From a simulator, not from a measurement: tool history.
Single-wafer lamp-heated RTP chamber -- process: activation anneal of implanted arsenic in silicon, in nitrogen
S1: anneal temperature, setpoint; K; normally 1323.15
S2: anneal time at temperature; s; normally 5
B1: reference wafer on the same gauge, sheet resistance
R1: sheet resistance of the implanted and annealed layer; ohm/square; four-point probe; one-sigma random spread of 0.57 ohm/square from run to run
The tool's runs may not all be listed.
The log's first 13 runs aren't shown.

run,day,S1,S2,B1,R1
14,16.05,1305.15,5,154.13,188.66
15,16.912,1305.15,7,153.89,181.48
16,19.633,1323.15,3,153.8,189.03
# day 20.196: reflector plate cleaned
# day 20.567: gauge calibrated
17,20.675,1344.15,3,153.99,183.8
18,21.338,1323.15,5,154.24,184.2
19,22.754,1323.15,5,153.93,184.23
20,23.342,1296.15,7,154.15,188.65
21,24.188,1313.15,7,153.86,183.24
22,25.142,1346.15,3,153.97,183.5
23,26.058,1323.15,5,154.04,183.54
# day 26.558: pyrometer window cleaned and pyrometer calibrated
24,26.579,1344.15,8,153.9,168.8
25,27.642,1323.15,5,153.91,183.13
26,29.112,1307.15,3,154.11,197.02
27,29.675,1345.15,4,154.03,180.49
28,30.233,1343.15,6,154.08,173.37
29,31.242,1350.15,4,153.97,178.13
30,32.479,1303.15,3,154.11,198.32
31,33.888,1351.15,7,153.86,168.12
32,34.75,1323.15,5,153.73,183.73
33,35.271,1345.15,4,154.12,177.88
34,36.171,1347.15,4,154.07,179.11
35,36.867,1323.15,6,153.83,180.18
36,38.304,1323.15,5,154.04,182.59

Alternative continuations, all from the tool just after run 36; predict every row:
A,38.321,1323.15,5,?,?
B,38.321,1323.15,8,?,?
C,38.321,1338.15,7,?,?
D,38.321,1352.15,8,?,?
E,38.321,1294.15,5,?,?

run,B1,R1
A,153.84,182.15
B,153.84,174.58
C,153.84,171.41
D,153.84,164.69
E,153.84,192.26
Take away the tool's hidden state, keep each run's random variation, and the runs would have read:
run,R1
A,183.23
B,175.68
C,172.45
D,165.66
E,193.18
